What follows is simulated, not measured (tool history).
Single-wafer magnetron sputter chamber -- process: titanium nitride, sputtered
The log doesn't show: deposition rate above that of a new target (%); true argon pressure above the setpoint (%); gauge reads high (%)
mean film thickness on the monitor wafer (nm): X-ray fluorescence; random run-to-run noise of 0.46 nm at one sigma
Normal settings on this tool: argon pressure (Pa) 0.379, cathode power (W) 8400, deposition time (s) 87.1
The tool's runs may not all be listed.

run   hour  argon pressure (Pa)  cathode power (W)  deposition time (s)  wafers since the last listed run  wafers on the sputter target  hours since the last manometer calibration  hours since the magnet pack was replaced  hours since the gauge calibration  read-back reference wafer on the same gauge, thickness_nm  mean film thickness on the monitor wafer (nm)
  1    0.0                0.379               7600                 87.1                                 0                          1571                                      1384.1                                    7243.4                              282.8                                                    165.946                                        131.293
      11.8  -- gauge calibrated
  2   17.2                0.379               7600                 87.1                               184                          1756                                      1401.3                                    7260.6                                5.4                                                    165.886                                        131.862
  3   48.1                0.379               8400                 87.1                               331                          2087                                      1432.2                                    7291.5                               36.3                                                    165.956                                        144.741
  4   75.8                0.379               8400                 87.1                               296                          2384                                      1459.9                                    7319.2                               64.0                                                    166.209                                        145.105
  5  106.6                0.334               8400                 87.1                               330                          2714                                      1490.7                                    7350.0                               94.8                                                    166.135                                        146.518
  6  136.9                0.334               8400                 87.1                               324                          3039                                      1521.0                                    7380.3                              125.1                                                    165.873                                        146.470
  7  150.7                0.334               8400                 87.1                               147                          3186                                      1534.8                                    7394.1                              138.9                                                    166.166                                        147.239
  8  171.7                0.379               8400                 87.1                               225                          3412                                      1555.8                                    7415.1                              159.9                                                    165.955                                        143.789
  9  198.0                0.379               8400                 87.1                               281                          3693                                      1582.1                                    7441.4                              186.2                                                    165.958                                        143.388
     223.7  -- magnet pack replaced
 10  227.5                0.379               8400                 87.1                               230                          3924                                      1611.6                                       3.8                              215.7                                                    165.953                                        142.356
 11  242.8                0.437              10300                 87.1                               163                          4088                                      1626.9                                      19.1                              231.0                                                    165.876                                        171.179
     255.7  -- capacitance manometer re-zeroed and calibrated
 12  278.3                0.481               9600                 87.1                               294                          4382                                        22.6                                      54.6                              266.5                                                    166.070                                        157.592
     306.3  -- gauge calibrated
     307.7  -- sputter target and shields replaced
 13  314.0                0.326               9650                 76.8                               296                            67                                        58.3                                      90.3                                7.7                                                    166.160                                        151.023
 14  346.8                0.307               9400                 99.4                               351                           418                                        91.1                                     123.1                               40.5                                                    166.103                                        192.273
 15  367.9                0.379               8400                 87.1                               226                           644                                       112.2                                     144.2                               61.6                                                    165.865                                        146.739
 16  389.8                0.379               9200                103.8                               234                           879                                       134.1                                     166.1                               83.5                                                    165.854                                        191.274

The same runs without the tool's hidden state, with the same run-to-run variation:
run  mean film thickness on the monitor wafer (nm)
  1                                        133.531
  2                                        134.318
  3                                        147.848
  4                                        148.591
  5                                        150.457
  6                                        150.822
  7                                        151.805
  8                                        148.533
  9                                        148.475
 10                                        147.805
 11                                        177.981
 12                                        164.391
 13                                        152.547
 14                                        194.784
 15                                        148.937
 16                                        194.521
